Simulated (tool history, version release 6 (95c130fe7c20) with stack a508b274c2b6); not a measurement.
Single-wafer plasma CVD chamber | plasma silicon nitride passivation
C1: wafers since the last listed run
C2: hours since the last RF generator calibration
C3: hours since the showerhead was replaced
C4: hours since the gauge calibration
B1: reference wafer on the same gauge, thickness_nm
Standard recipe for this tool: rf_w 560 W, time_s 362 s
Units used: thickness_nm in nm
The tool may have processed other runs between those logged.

{"run": 1, "day": 0.0, "rf_w": 560, "time_s": 362, "C1": 0, "C2": 708.9, "C3": 4404.4, "C4": 68.4, "B1": 484.048, "thickness_nm": 530.531}
{"run": 2, "day": 0.946, "rf_w": 560, "time_s": 362, "C1": 110, "C2": 731.6, "C3": 4427.1, "C4": 91.1, "B1": 484.316, "thickness_nm": 528.764}
{"run": 3, "day": 1.692, "rf_w": 640, "time_s": 304, "C1": 86, "C2": 749.5, "C3": 4445, "C4": 109, "B1": 483.742, "thickness_nm": 463.394}
{"run": 4, "day": 2.496, "rf_w": 640, "time_s": 304, "C1": 93, "C2": 768.8, "C3": 4464.3, "C4": 128.3, "B1": 484.2, "thickness_nm": 464.026}
{"run": 5, "day": 3.471, "rf_w": 560, "time_s": 362, "C1": 113, "C2": 792.2, "C3": 4487.7, "C4": 151.7, "B1": 484.139, "thickness_nm": 525.831}
{"run": 6, "day": 4.896, "rf_w": 560, "time_s": 362, "C1": 165, "C2": 826.4, "C3": 4521.9, "C4": 185.9, "B1": 483.652, "thickness_nm": 530.248}
{"run": 7, "day": 6.35, "rf_w": 560, "time_s": 362, "C1": 169, "C2": 861.3, "C3": 4556.8, "C4": 220.8, "B1": 484.176, "thickness_nm": 526.952}
{"run": 8, "day": 7.696, "rf_w": 625, "time_s": 412, "C1": 156, "C2": 893.6, "C3": 4589.1, "C4": 253.1, "B1": 484.008, "thickness_nm": 623.534}
{"run": 9, "day": 8.471, "rf_w": 625, "time_s": 412, "C1": 90, "C2": 912.2, "C3": 4607.7, "C4": 271.7, "B1": 483.911, "thickness_nm": 622.811}
{"run": 10, "day": 9.017, "rf_w": 625, "time_s": 412, "C1": 63, "C2": 925.3, "C3": 4620.8, "C4": 284.8, "B1": 483.942, "thickness_nm": 620.847}
{"run": 11, "day": 9.571, "rf_w": 590, "time_s": 362, "C1": 64, "C2": 938.6, "C3": 4634.1, "C4": 298.1, "B1": 484.194, "thickness_nm": 536.487}
{"run": 12, "day": 10.983, "rf_w": 590, "time_s": 362, "C1": 164, "C2": 972.5, "C3": 4668, "C4": 332, "B1": 483.919, "thickness_nm": 536.427}
{"run": 13, "day": 12.258, "rf_w": 590, "time_s": 362, "C1": 148, "C2": 1003.1, "C3": 4698.6, "C4": 362.6, "B1": 483.991, "thickness_nm": 538.04}
{"day": 13.138, "done": "showerhead replaced"}
{"run": 14, "day": 13.688, "rf_w": 560, "time_s": 362, "C1": 127, "C2": 1037.4, "C3": 13.2, "C4": 396.9, "B1": 484.093, "thickness_nm": 530.36}
{"run": 15, "day": 15.125, "rf_w": 655, "time_s": 434, "C1": 167, "C2": 1071.9, "C3": 47.7, "C4": 431.4, "B1": 483.889, "thickness_nm": 660.02}
{"run": 16, "day": 16.596, "rf_w": 560, "time_s": 362, "C1": 171, "C2": 1107.2, "C3": 83, "C4": 466.7, "B1": 483.942, "thickness_nm": 533.708}
{"run": 17, "day": 17.275, "rf_w": 645, "time_s": 429, "C1": 79, "C2": 1123.5, "C3": 99.3, "C4": 483, "B1": 483.537, "thickness_nm": 649.007}
{"day": 17.762, "done": "gauge calibrated"}
{"day": 18.217, "done": "RF generator calibrated"}
{"run": 18, "day": 18.238, "rf_w": 600, "time_s": 414, "C1": 73, "C2": 0.5, "C3": 122.4, "C4": 11.4, "B1": 484.229, "thickness_nm": 614.218}
{"run": 19, "day": 19.396, "rf_w": 665, "time_s": 308, "C1": 134, "C2": 28.3, "C3": 150.2, "C4": 39.2, "B1": 483.295, "thickness_nm": 476.901}
{"run": 20, "day": 19.896, "rf_w": 560, "time_s": 362, "C1": 58, "C2": 40.3, "C3": 162.2, "C4": 51.2, "B1": 484.126, "thickness_nm": 531.357}
{"run": 21, "day": 21.1, "rf_w": 640, "time_s": 362, "C1": 140, "C2": 69.2, "C3": 191.1, "C4": 80.1, "B1": 483.88, "thickness_nm": 550.812}
{"run": 22, "day": 22.058, "rf_w": 655, "time_s": 392, "C1": 111, "C2": 92.2, "C3": 214.1, "C4": 103.1, "B1": 484.382, "thickness_nm": 593.47}
{"run": 23, "day": 23.388, "rf_w": 560, "time_s": 362, "C1": 154, "C2": 124.1, "C3": 246, "C4": 135, "B1": 483.247, "thickness_nm": 532.462}
{"run": 24, "day": 24.529, "rf_w": 645, "time_s": 429, "C1": 132, "C2": 151.5, "C3": 273.4, "C4": 162.4, "B1": 483.774, "thickness_nm": 653.895}
{"run": 25, "day": 25.912, "rf_w": 460, "time_s": 401, "C1": 161, "C2": 184.7, "C3": 306.6, "C4": 195.6, "B1": 484.082, "thickness_nm": 558.824}
{"run": 26, "day": 26.888, "rf_w": 560, "time_s": 389, "C1": 113, "C2": 208.1, "C3": 330, "C4": 219, "B1": 483.704, "thickness_nm": 571.826}
{"run": 27, "day": 27.812, "rf_w": 635, "time_s": 317, "C1": 107, "C2": 230.3, "C3": 352.2, "C4": 241.2, "B1": 484.07, "thickness_nm": 479.134}
{"run": 28, "day": 29.117, "rf_w": 510, "time_s": 409, "C1": 151, "C2": 261.6, "C3": 383.5, "C4": 272.5, "B1": 483.469, "thickness_nm": 586.405}

Predict each of these 5 candidate next runs independently; none follows another, all start after run 28:
{"run": "A", "day": 29.138, "rf_w": 560, "time_s": 295, "C1": 2, "C2": 262.1, "C3": 384, "C4": 273, "B1": "?", "thickness_nm": "?"}
{"run": "B", "day": 29.138, "rf_w": 605, "time_s": 333, "C1": 2, "C2": 262.1, "C3": 384, "C4": 273, "B1": "?", "thickness_nm": "?"}
{"run": "C", "day": 29.138, "rf_w": 620, "time_s": 397, "C1": 2, "C2": 262.1, "C3": 384, "C4": 273, "B1": "?", "thickness_nm": "?"}
{"run": "D", "day": 29.138, "rf_w": 560, "time_s": 418, "C1": 2, "C2": 262.1, "C3": 384, "C4": 273, "B1": "?", "thickness_nm": "?"}
{"run": "E", "day": 29.138, "rf_w": 645, "time_s": 392, "C1": 2, "C2": 262.1, "C3": 384, "C4": 273, "B1": "?", "thickness_nm": "?"}

run=A B1=483.947 thickness_nm=431.983
run=B B1=483.947 thickness_nm=497.828
run=C B1=483.947 thickness_nm=597.434
run=D B1=483.947 thickness_nm=612.098
run=E B1=483.947 thickness_nm=596.243
The same runs, with their run-to-run variation unchanged, on a tool lacking any hidden condition would have given:
run=A thickness_nm=431.983
run=B thickness_nm=497.828
run=C thickness_nm=597.434
run=D thickness_nm=612.098
run=E thickness_nm=596.243
